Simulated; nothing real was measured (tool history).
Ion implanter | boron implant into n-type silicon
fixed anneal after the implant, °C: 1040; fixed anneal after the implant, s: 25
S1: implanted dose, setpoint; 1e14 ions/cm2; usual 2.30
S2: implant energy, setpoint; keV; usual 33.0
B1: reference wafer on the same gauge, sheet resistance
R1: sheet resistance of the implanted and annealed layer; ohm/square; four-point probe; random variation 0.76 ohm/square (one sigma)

{"run": 1, "hour": 0.0, "S1": 2.65, "S2": 26.5, "B1": 322.01, "R1": 333.22}
{"run": 2, "hour": 24.9, "S1": 2.65, "S2": 26.5, "B1": 322.26, "R1": 332.92}
{"run": 3, "hour": 37.8, "S1": 2.75, "S2": 28.0, "B1": 322.1, "R1": 320.98}
{"run": 4, "hour": 54.8, "S1": 2.3, "S2": 33.0, "B1": 321.67, "R1": 363.99}
{"run": 5, "hour": 78.8, "S1": 2.3, "S2": 33.0, "B1": 321.78, "R1": 364.36}
{"run": 6, "hour": 173.4, "S1": 2.3, "S2": 33.0, "B1": 322.14, "R1": 365.61}
{"run": 7, "hour": 192.9, "S1": 2.3, "S2": 33.0, "B1": 321.8, "R1": 364.3}
{"run": 8, "hour": 206.4, "S1": 2.3, "S2": 33.0, "B1": 322.12, "R1": 367.6}
{"run": 9, "hour": 240.7, "S1": 2.3, "S2": 33.0, "B1": 322.2, "R1": 367.1}
{"run": 10, "hour": 275.4, "S1": 2.3, "S2": 33.0, "B1": 321.72, "R1": 366.49}
{"hour": 286.5, "done": "gauge calibrated"}
{"run": 11, "hour": 306.9, "S1": 1.97, "S2": 26.5, "B1": 321.89, "R1": 426.5}
{"hour": 315.0, "done": "extraction supply calibrated"}
{"run": 12, "hour": 325.0, "S1": 2.3, "S2": 33.0, "B1": 322.19, "R1": 367.9}
{"hour": 334.2, "done": "Faraday cup replaced and dose calibrated"}
{"run": 13, "hour": 356.9, "S1": 2.3, "S2": 44.5, "B1": 321.99, "R1": 339.65}
{"run": 14, "hour": 385.4, "S1": 2.3, "S2": 30.0, "B1": 322.12, "R1": 358.09}
{"run": 15, "hour": 399.7, "S1": 2.3, "S2": 33.0, "B1": 322.13, "R1": 352.68}
{"run": 16, "hour": 412.8, "S1": 2.3, "S2": 33.0, "B1": 321.94, "R1": 353.66}
{"run": 17, "hour": 433.0, "S1": 1.89, "S2": 38.5, "B1": 322.07, "R1": 403.35}
{"run": 18, "hour": 463.1, "S1": 2.55, "S2": 38.5, "B1": 322.17, "R1": 319.74}
{"run": 19, "hour": 487.8, "S1": 2.93, "S2": 33.0, "B1": 322.07, "R1": 291.69}
{"run": 20, "hour": 522.5, "S1": 2.77, "S2": 22.5, "B1": 321.92, "R1": 319.43}
{"run": 21, "hour": 548.7, "S1": 2.63, "S2": 40.0, "B1": 322.16, "R1": 311.62}

4 ways to go on from here, each from the tool as it stands after run 21. What would each give?
{"run": "A", "hour": 549.1, "S1": 2.3, "S2": 29.5, "B1": "?", "R1": "?"}
{"run": "B", "hour": 549.1, "S1": 2.64, "S2": 40.0, "B1": "?", "R1": "?"}
{"run": "C", "hour": 549.1, "S1": 1.9, "S2": 28.0, "B1": "?", "R1": "?"}
{"run": "D", "hour": 549.1, "S1": 2.63, "S2": 25.0, "B1": "?", "R1": "?"}

run=A B1=321.84 R1=359.68
run=B B1=321.84 R1=310.86
run=C B1=321.84 R1=421.43
run=D B1=321.84 R1=328.78
Without the tool's hidden state the same runs would have given:
run=A R1=356.04
run=B R1=307.73
run=C R1=417.22
run=D R1=325.39

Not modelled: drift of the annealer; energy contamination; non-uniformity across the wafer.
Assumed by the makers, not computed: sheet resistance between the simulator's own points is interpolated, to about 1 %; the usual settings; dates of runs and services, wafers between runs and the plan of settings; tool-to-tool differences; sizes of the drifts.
